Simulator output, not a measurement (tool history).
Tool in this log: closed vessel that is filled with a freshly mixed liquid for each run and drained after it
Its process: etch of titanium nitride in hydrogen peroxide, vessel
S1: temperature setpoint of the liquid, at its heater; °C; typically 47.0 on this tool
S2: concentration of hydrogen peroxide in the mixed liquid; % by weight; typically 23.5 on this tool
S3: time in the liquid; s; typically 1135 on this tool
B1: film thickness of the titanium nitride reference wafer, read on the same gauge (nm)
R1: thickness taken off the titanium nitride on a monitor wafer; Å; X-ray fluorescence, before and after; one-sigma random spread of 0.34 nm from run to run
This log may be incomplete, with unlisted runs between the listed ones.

run	hour	S1	S2	S3	B1	R1
1	0.0	47.0	23.5	1135	30.00	475.5
# hour 21.8: peroxide flow meter replaced
2	38.9	47.0	23.5	1135	29.99	480.9
3	167.4	47.0	23.5	1135	30.00	480.3
4	207.5	52.5	23.5	1135	30.01	703.6
5	243.7	52.5	23.5	1135	30.03	706.5
6	379.2	52.5	23.5	1135	30.02	710.8
7	444.5	47.0	23.5	1135	29.98	471.3
8	484.5	47.0	23.5	1135	29.98	474.9
9	524.3	47.0	23.5	1135	30.03	475.8
10	561.5	47.0	23.5	1135	29.99	472.2
11	617.2	47.0	23.5	1135	30.01	472.9
# hour 622.1: peroxide flow meter replaced
12	674.3	47.0	25.5	1135	30.00	479.1
13	728.1	47.0	23.5	1135	29.99	471.1
14	763.1	47.0	23.5	1135	30.02	469.9
# hour 808.4: new drum of peroxide connected
15	811.4	51.0	25.5	1135	30.00	632.6
# hour 827.1: thermometer replaced
16	843.4	47.0	23.5	1135	30.03	467.3
17	948.5	47.0	23.5	1345	30.01	547.5
# hour 1065.0: peroxide flow meter replaced, repeated, since the last time left the tool worse
18	1076.8	47.0	26.0	1435	30.01	617.4
19	1119.8	47.0	23.5	1135	30.03	479.1
20	1151.7	47.0	23.5	1135	30.01	475.9
# hour 1184.1: gauge calibrated
21	1190.7	41.0	29.0	1345	30.00	380.6
22	1239.0	47.0	23.5	1135	30.03	478.2
23	1279.2	50.0	21.5	1135	30.03	576.7
24	1349.9	54.5	29.5	765	29.97	569.0
25	1416.4	42.5	23.5	1365	29.98	415.5
26	1466.9	47.0	30.0	1135	29.99	503.0
# hour 1580.9: peroxide flow meter replaced
27	1581.4	51.0	25.5	1135	30.00	648.8
28	1608.4	47.0	23.5	725	30.02	305.5
# hour 1628.7: new drum of peroxide connected
29	1635.3	47.0	23.5	1425	30.01	603.3

Forecast each of these 4 alternatives for the next run:
A	1636.3	38.0	23.5	1135	?	?
B	1636.3	56.0	25.5	865	?	?
C	1636.3	47.0	27.0	1315	?	?
D	1636.3	53.5	30.0	1135	?	?

run	B1	R1
A	30.02	242.1
B	30.02	707.1
C	30.02	571.6
D	30.02	807.0
Had the tool no hidden state, the same runs would have come out as:
run	R1
A	242.5
B	708.4
C	572.6
D	808.4
